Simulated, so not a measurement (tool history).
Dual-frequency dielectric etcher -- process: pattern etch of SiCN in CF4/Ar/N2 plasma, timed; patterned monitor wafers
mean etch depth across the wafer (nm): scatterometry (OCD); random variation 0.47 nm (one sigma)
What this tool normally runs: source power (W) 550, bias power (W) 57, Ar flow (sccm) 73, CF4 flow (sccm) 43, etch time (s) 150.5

| run | hour | source power (W) | bias power (W) | Ar flow (sccm) | CF4 flow (sccm) | etch time (s) | wafers since the last listed run | hours since the last wet clean | hours since the last source power generator calibration | hours since the last bias power generator calibration | hours since the last Ar flow controller change | hours since the last CF4 flow controller change | hours since the last upper electrode change | hours since the gauge calibration | read-back reference wafer on the same gauge, depth_nm | mean etch depth across the wafer (nm) |
|---|---|---|---|---|---|---|---|---|---|---|---|---|---|---|---|---|
| 1 | 0.0 | 550 | 57 | 80 | 43 | 167.5 | 0 | 106.1 | 613.7 | 100.5 | 41.9 | 247.1 | 509.6 | 2744.6 | 171.1 | 165.9 |
| 2 | 70.3 | 550 | 57 | 80 | 43 | 123.5 | 539 | 176.4 | 684.0 | 170.8 | 112.2 | 317.4 | 579.9 | 2814.9 | 171.0 | 121.9 |
| 3 | 160.9 | 550 | 57 | 73 | 52 | 150.5 | 695 | 267.0 | 774.6 | 261.4 | 202.8 | 408.0 | 670.5 | 2905.5 | 171.0 | 152.9 |
| 4 | 198.3 | 550 | 63 | 73 | 43 | 150.5 | 286 | 304.4 | 812.0 | 298.8 | 240.2 | 445.4 | 707.9 | 2942.9 | 171.1 | 155.6 |
|  | 204.0 | gauge calibrated |
| 5 | 255.3 | 550 | 52 | 73 | 43 | 150.5 | 437 | 361.4 | 869.0 | 355.8 | 297.2 | 502.4 | 764.9 | 51.3 | 171.1 | 143.6 |
| 6 | 291.8 | 610 | 57 | 73 | 33 | 150.5 | 280 | 397.9 | 905.5 | 392.3 | 333.7 | 538.9 | 801.4 | 87.8 | 171.0 | 150.4 |
| 7 | 351.3 | 550 | 57 | 73 | 43 | 194.0 | 456 | 457.4 | 965.0 | 451.8 | 393.2 | 598.4 | 860.9 | 147.3 | 171.1 | 191.1 |
| 8 | 415.4 | 630 | 57 | 88 | 43 | 150.5 | 491 | 521.5 | 1029.1 | 515.9 | 457.3 | 662.5 | 925.0 | 211.4 | 170.9 | 152.5 |
|  | 459.3 | wet clean of the chamber |
| 9 | 482.1 | 550 | 61 | 56 | 37 | 108.0 | 327 | 22.8 | 1095.8 | 582.6 | 524.0 | 729.2 | 991.7 | 278.1 | 171.0 | 114.8 |
| 10 | 519.9 | 550 | 57 | 73 | 43 | 150.5 | 290 | 60.6 | 1133.6 | 620.4 | 561.8 | 767.0 | 1029.5 | 315.9 | 170.9 | 151.1 |
| 11 | 609.5 | 550 | 57 | 61 | 43 | 150.5 | 687 | 150.2 | 1223.2 | 710.0 | 651.4 | 856.6 | 1119.1 | 405.5 | 171.0 | 155.0 |
| 12 | 656.7 | 670 | 57 | 65 | 52 | 150.5 | 362 | 197.4 | 1270.4 | 757.2 | 698.6 | 903.8 | 1166.3 | 452.7 | 170.9 | 170.4 |
| 13 | 745.8 | 650 | 64 | 73 | 33 | 169.5 | 683 | 286.5 | 1359.5 | 846.3 | 787.7 | 992.9 | 1255.4 | 541.8 | 171.0 | 185.5 |
| 14 | 817.6 | 550 | 52 | 63 | 43 | 150.5 | 550 | 358.3 | 1431.3 | 918.1 | 859.5 | 1064.7 | 1327.2 | 613.6 | 171.0 | 146.7 |
| 15 | 891.5 | 410 | 57 | 58 | 43 | 137.0 | 567 | 432.2 | 1505.2 | 992.0 | 933.4 | 1138.6 | 1401.1 | 687.5 | 170.9 | 123.4 |
|  | 977.4 | wet clean of the chamber |
| 16 | 977.9 | 550 | 57 | 59 | 38 | 150.5 | 478 | 0.5 | 1591.6 | 1078.4 | 1019.8 | 1225.0 | 1487.5 | 773.9 | 170.9 | 155.1 |
| 17 | 1036.8 | 480 | 57 | 73 | 43 | 150.5 | 451 | 59.4 | 1650.5 | 1137.3 | 1078.7 | 1283.9 | 1546.4 | 832.8 | 171.0 | 144.2 |
| 18 | 1302.0 | 420 | 67 | 73 | 46 | 150.5 | 2034 | 324.6 | 1915.7 | 1402.5 | 1343.9 | 1549.1 | 1811.6 | 1098.0 | 171.0 | 144.0 |
| 19 | 1365.3 | 550 | 57 | 73 | 43 | 150.5 | 485 | 387.9 | 1979.0 | 1465.8 | 1407.2 | 1612.4 | 1874.9 | 1161.3 | 171.1 | 149.9 |
| 20 | 1416.5 | 550 | 52 | 73 | 43 | 150.5 | 392 | 439.1 | 2030.2 | 1517.0 | 1458.4 | 1663.6 | 1926.1 | 1212.5 | 171.0 | 143.8 |
| 21 | 1457.8 | 550 | 57 | 73 | 43 | 150.5 | 316 | 480.4 | 2071.5 | 1558.3 | 1499.7 | 1704.9 | 1967.4 | 1253.8 | 171.0 | 149.2 |

Branching from run 21: 4 alternative next runs. What would each branch give?
| A | 1458.3 | 550 | 67 | 73 | 43 | 150.5 | 3 | 480.9 | 2072.0 | 1558.8 | 1500.2 | 1705.4 | 1967.9 | 1254.3 | ? | ? |
| B | 1458.3 | 420 | 62 | 73 | 35 | 150.5 | 3 | 480.9 | 2072.0 | 1558.8 | 1500.2 | 1705.4 | 1967.9 | 1254.3 | ? | ? |
| C | 1458.3 | 550 | 66 | 73 | 43 | 186.0 | 3 | 480.9 | 2072.0 | 1558.8 | 1500.2 | 1705.4 | 1967.9 | 1254.3 | ? | ? |
| D | 1458.3 | 550 | 57 | 55 | 52 | 162.0 | 3 | 480.9 | 2072.0 | 1558.8 | 1500.2 | 1705.4 | 1967.9 | 1254.3 | ? | ? |

| run | read-back reference wafer on the same gauge, depth_nm | mean etch depth across the wafer (nm) |
|---|---|---|
| A | 170.9 | 158.4 |
| B | 170.9 | 134.8 |
| C | 170.9 | 194.7 |
| D | 170.9 | 169.9 |
What these runs would have given with no unlogged condition in the tool:
| run | mean etch depth across the wafer (nm) |
|---|---|
| A | 161.5 |
| B | 137.4 |
| C | 198.4 |
| D | 173.1 |
